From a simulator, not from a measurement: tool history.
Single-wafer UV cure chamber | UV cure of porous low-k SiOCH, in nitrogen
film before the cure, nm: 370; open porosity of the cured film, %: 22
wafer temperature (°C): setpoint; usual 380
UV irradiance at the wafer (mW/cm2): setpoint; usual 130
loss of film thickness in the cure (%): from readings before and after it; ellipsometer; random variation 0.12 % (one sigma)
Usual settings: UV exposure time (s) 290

run    hour  wafer temperature (°C)  UV exposure time (s)  UV irradiance at the wafer (mW/cm2)  loss of film thickness in the cure (%)
  1       0                     380                   290                                  130                                  14.269
  2    47.9                     380                   390                                  130                                  15.841
  3    89.7                     380                   390                                  130                                  15.712
  4   118.2                     380                   390                                  130                                  15.698
  5   184.2                     380                   290                                  130                                  14.195
  6   247.8                     380                   290                                  130                                  13.885
  7     302                     380                   290                                  130                                  13.986
  8     356                     380                   240                                  130                                  12.823
  9   397.7                     380                   240                                  130                                  12.991
 10   458.7                     380                   240                                  130                                   12.84
      525.9  -- UV bulbs replaced
 11   526.4                     380                   290                                  130                                  13.664
 12   584.5                     380                   290                                  130                                  13.262
 13     636                     380                   290                                  130                                  13.196
 14   696.9                     380                   290                                  130                                  13.282
      733.9  -- quartz window cleaned
 15   786.9                     380                   290                                  130                                  14.187
 16   813.2                     362                   180                                  109                                  10.839
 17   880.2                     367                   290                                  130                                  13.786
 18   929.1                     380                   290                                  130                                  14.399
 19   995.6                     372                   125                                  130                                   9.724
 20  1045.5                     393                   120                                  151                                  10.703
 21  1117.2                     363                   425                                  144                                  16.026
 22  1149.5                     365                   445                                  169                                  16.894
 23  1178.5                     388                   360                                  105                                  13.947
 24  1236.6                     380                   290                                  161                                  14.834
 25  1307.7                     371                   225                                  104                                  11.112
 26  1336.2                     380                   290                                  130                                  13.542
     1363.1  -- quartz window cleaned
 27  1392.4                     372                   290                                  130                                  14.215
 28    1432                     380                   290                                  130                                  14.084
 29  1487.1                     374                   245                                  104                                  12.077
 30  1529.3                     400                   335                                  108                                  14.396
 31  1559.8                     380                   165                                  130                                  11.335

Measured less the same run without the tool's hidden state. The same run-to-run variation is in both; the gauge's scatter may not be:
The hidden state here: lamp output below its setpoint, %; transmission lost against a clean window, %.
run  loss of film thickness in the cure (%)
  1                                  -0.088
  2                                   -0.16
  3                                   -0.22
  4                                  -0.264
  5                                  -0.359
  6                                  -0.449
  7                                  -0.538
  8                                  -0.605
  9                                  -0.681
 10                                  -0.775
 11                                    -0.9
 12                                  -0.974
 13                                  -1.062
 14                                  -1.182
 15                                  -0.138
 16                                  -0.166
 17                                  -0.271
 18                                  -0.354
 19                                  -0.404
 20                                  -0.491
 21                                  -0.655
 22                                  -0.703
 23                                  -0.737
 24                                  -0.847
 25                                  -0.901
 26                                  -0.996
 27                                  -0.264
 28                                  -0.319
 29                                  -0.388
 30                                  -0.475
 31                                   -0.49

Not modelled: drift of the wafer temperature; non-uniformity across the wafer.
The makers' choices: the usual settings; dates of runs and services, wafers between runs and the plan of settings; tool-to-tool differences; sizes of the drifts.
